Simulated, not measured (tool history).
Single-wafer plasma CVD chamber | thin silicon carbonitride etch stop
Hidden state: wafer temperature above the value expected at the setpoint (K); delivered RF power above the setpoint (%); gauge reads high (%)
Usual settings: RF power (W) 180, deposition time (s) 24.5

run   hour  RF power (W)  deposition time (s)  wafers since the last listed run  hours since the last thermocouple change  hours since the last RF generator calibration  hours since the showerhead was replaced  hours since the gauge calibration  read-back reference wafer on the same gauge, thickness_nm  mean film thickness on the monitor wafer (angstrom)
  1      0           180                 24.5                                 0                                    1656.2                                         1486.2                                   3043.7                              169.1                                                       15.3                                               130.78
  2   14.1           180                 24.5                               394                                    1670.3                                         1500.3                                   3057.8                              183.2                                                      15.29                                               130.72
  3   33.5           180                 24.5                               542                                    1689.7                                         1519.7                                   3077.2                              202.6                                                      15.32                                               130.07
  4   59.9           180                 24.5                               737                                    1716.1                                         1546.1                                   3103.6                                229                                                     15.289                                               129.94
  5   85.4           180                 24.5                               712                                    1741.6                                         1571.6                                   3129.1                              254.5                                                     15.327                                               131.67
  6   97.8           180                 24.5                               346                                      1754                                           1584                                   3141.5                              266.9                                                     15.307                                               131.53
  7  116.6           180                 24.5                               525                                    1772.8                                         1602.8                                   3160.3                              285.7                                                     15.296                                               130.39
     146.7  -- RF generator calibrated
  8  147.2           180                 24.5                               631                                    1803.4                                            0.5                                   3190.9                              316.3                                                     15.312                                               130.43
  9  159.2           195                 22.9                               335                                    1815.4                                           12.5                                   3202.9                              328.3                                                     15.315                                               126.28
     166.5  -- gauge calibrated
 10  179.6           205                 21.4                               570                                    1835.8                                           32.9                                   3223.3                               13.1                                                     15.305                                                119.3
     192.2  -- showerhead replaced
 11  205.6           210                 24.5                               503                                    1861.8                                           58.9                                     13.4                               39.1                                                     15.294                                               138.14
 12  231.7           190                 28.4                               729                                    1887.9                                             85                                     39.5                               65.2                                                     15.308                                               153.94
 13  265.5           160                   20                               944                                    1921.7                                          118.8                                     73.3                                 99                                                     15.309                                               101.54
 14  290.8           180                 24.5                               707                                      1947                                          144.1                                     98.6                              124.3                                                     15.327                                               129.56
 15  311.6           180                 24.5                               581                                    1967.8                                          164.9                                    119.4                              145.1                                                     15.291                                               130.78
     323.2  -- thermocouple changed; heater temperature recalibrated
 16  372.9           210                 27.2                              1489                                      49.7                                          226.2                                    180.7                              206.4                                                     15.291                                               154.18
 17  459.3           160                   20                              2414                                     136.1                                          312.6                                    267.1                              292.8                                                     15.314                                               103.01

How the hidden state differs across the entries between the runs, from the last listed run before each to the first after it:
Between runs 7 and 8: RF generator calibrated (hour 146.7)
  no hidden state differs between the two runs
Between runs 9 and 10: gauge calibrated (hour 166.5)
  no hidden state differs between the two runs
Between runs 10 and 11: showerhead replaced (hour 192.2)
  no hidden state differs between the two runs
Between runs 15 and 16: thermocouple changed; heater temperature recalibrated (hour 323.2)
  no hidden state differs between the two runs
